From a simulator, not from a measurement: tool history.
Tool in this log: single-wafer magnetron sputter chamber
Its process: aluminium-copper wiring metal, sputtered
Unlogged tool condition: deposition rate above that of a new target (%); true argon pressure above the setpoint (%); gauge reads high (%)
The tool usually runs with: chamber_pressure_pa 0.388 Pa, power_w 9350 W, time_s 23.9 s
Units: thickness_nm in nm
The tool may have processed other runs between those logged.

| run | hour | chamber_pressure_pa | power_w | time_s | wafers since the last listed run | wafers on the sputter target | hours since the last manometer calibration | hours since the magnet pack was replaced | hours since the gauge calibration | read-back reference wafer on the same gauge, thickness_nm | thickness_nm |
|---|---|---|---|---|---|---|---|---|---|---|---|
| 1 | 0.0 | 0.388 | 9350 | 25.1 | 0 | 498 | 1554.8 | 8480.7 | 218.2 | 455.084 | 412.772 |
| 2 | 99.6 | 0.388 | 9350 | 25.1 | 3305 | 3804 | 1654.4 | 8580.3 | 317.8 | 455.089 | 404.060 |
| 3 | 183.6 | 0.388 | 9350 | 23.9 | 2788 | 6592 | 1738.4 | 8664.3 | 401.8 | 454.557 | 382.847 |
|  | 237.0 | sputter target and shields replaced |
| 4 | 276.0 | 0.388 | 9350 | 23.9 | 2801 | 1295 | 1830.8 | 8756.7 | 494.2 | 454.548 | 367.652 |
| 5 | 335.5 | 0.388 | 9350 | 23.9 | 1974 | 3270 | 1890.3 | 8816.2 | 553.7 | 455.221 | 361.778 |
| 6 | 402.6 | 0.388 | 9350 | 23.9 | 2227 | 5497 | 1957.4 | 8883.3 | 620.8 | 454.823 | 359.704 |
|  | 445.7 | sputter target and shields replaced, repeated, since the last time left the tool worse |
| 7 | 457.8 | 0.388 | 9350 | 23.9 | 1566 | 400 | 2012.6 | 8938.5 | 676.0 | 454.579 | 396.499 |
| 8 | 558.6 | 0.388 | 9350 | 23.9 | 3345 | 3746 | 2113.4 | 9039.3 | 776.8 | 454.100 | 386.472 |
| 9 | 643.6 | 0.294 | 9350 | 20.7 | 2821 | 6567 | 2198.4 | 9124.3 | 861.8 | 454.850 | 348.430 |
|  | 658.3 | gauge calibrated |
| 10 | 696.6 | 0.294 | 9350 | 20.7 | 1759 | 8327 | 2251.4 | 9177.3 | 38.3 | 455.421 | 347.449 |
|  | 707.1 | sputter target and shields replaced |
|  | 724.7 | capacitance manometer re-zeroed and calibrated |
| 11 | 760.1 | 0.496 | 10100 | 26.0 | 1576 | 1492 | 35.4 | 9240.8 | 101.8 | 454.642 | 432.064 |
| 12 | 839.7 | 0.388 | 9350 | 23.9 | 2642 | 4134 | 115.0 | 9320.4 | 181.4 | 455.375 | 384.686 |
| 13 | 901.8 | 0.340 | 9350 | 23.9 | 2061 | 6195 | 177.1 | 9382.5 | 243.5 | 454.684 | 391.500 |
| 14 | 968.1 | 0.469 | 11600 | 25.8 | 2200 | 8396 | 243.4 | 9448.8 | 309.8 | 455.726 | 475.415 |
|  | 983.0 | sputter target and shields replaced |
| 15 | 1048.1 | 0.388 | 10900 | 23.9 | 2389 | 2161 | 323.4 | 9528.8 | 389.8 | 454.806 | 443.972 |
|  | 1078.3 | magnet pack replaced |
| 16 | 1145.7 | 0.294 | 9350 | 20.7 | 2974 | 5135 | 421.0 | 67.4 | 487.4 | 455.219 | 348.178 |
| 17 | 1199.7 | 0.520 | 8600 | 27.2 | 1792 | 6927 | 475.0 | 121.4 | 541.4 | 455.232 | 378.674 |
|  | 1281.8 | sputter target and shields replaced |
| 18 | 1282.3 | 0.388 | 9350 | 26.7 | 2476 | 16 | 557.6 | 204.0 | 624.0 | 454.763 | 439.198 |
| 19 | 1321.4 | 0.454 | 8250 | 21.8 | 1297 | 1314 | 596.7 | 243.1 | 663.1 | 455.220 | 309.539 |
| 20 | 1397.0 | 0.264 | 8500 | 25.9 | 2509 | 3823 | 672.3 | 318.7 | 738.7 | 455.159 | 411.223 |

4 options for the next run, each taken on its own from the tool as it stands now. Forecast them:
| A | 1397.4 | 0.388 | 9350 | 26.4 | 13 | 3837 | 672.7 | 319.1 | 739.1 | ? | ? |
| B | 1397.4 | 0.427 | 8550 | 23.9 | 13 | 3837 | 672.7 | 319.1 | 739.1 | ? | ? |
| C | 1397.4 | 0.274 | 7850 | 21.7 | 13 | 3837 | 672.7 | 319.1 | 739.1 | ? | ? |
| D | 1397.4 | 0.388 | 9350 | 28.6 | 13 | 3837 | 672.7 | 319.1 | 739.1 | ? | ? |

| run | read-back reference wafer on the same gauge, thickness_nm | thickness_nm |
|---|---|---|
| A | 455.349 | 425.133 |
| B | 455.349 | 350.038 |
| C | 455.349 | 319.222 |
| D | 455.349 | 460.560 |
What these runs would have given with no unlogged condition in the tool:
| run | thickness_nm |
|---|---|
| A | 436.434 |
| B | 359.344 |
| C | 327.708 |
| D | 472.804 |

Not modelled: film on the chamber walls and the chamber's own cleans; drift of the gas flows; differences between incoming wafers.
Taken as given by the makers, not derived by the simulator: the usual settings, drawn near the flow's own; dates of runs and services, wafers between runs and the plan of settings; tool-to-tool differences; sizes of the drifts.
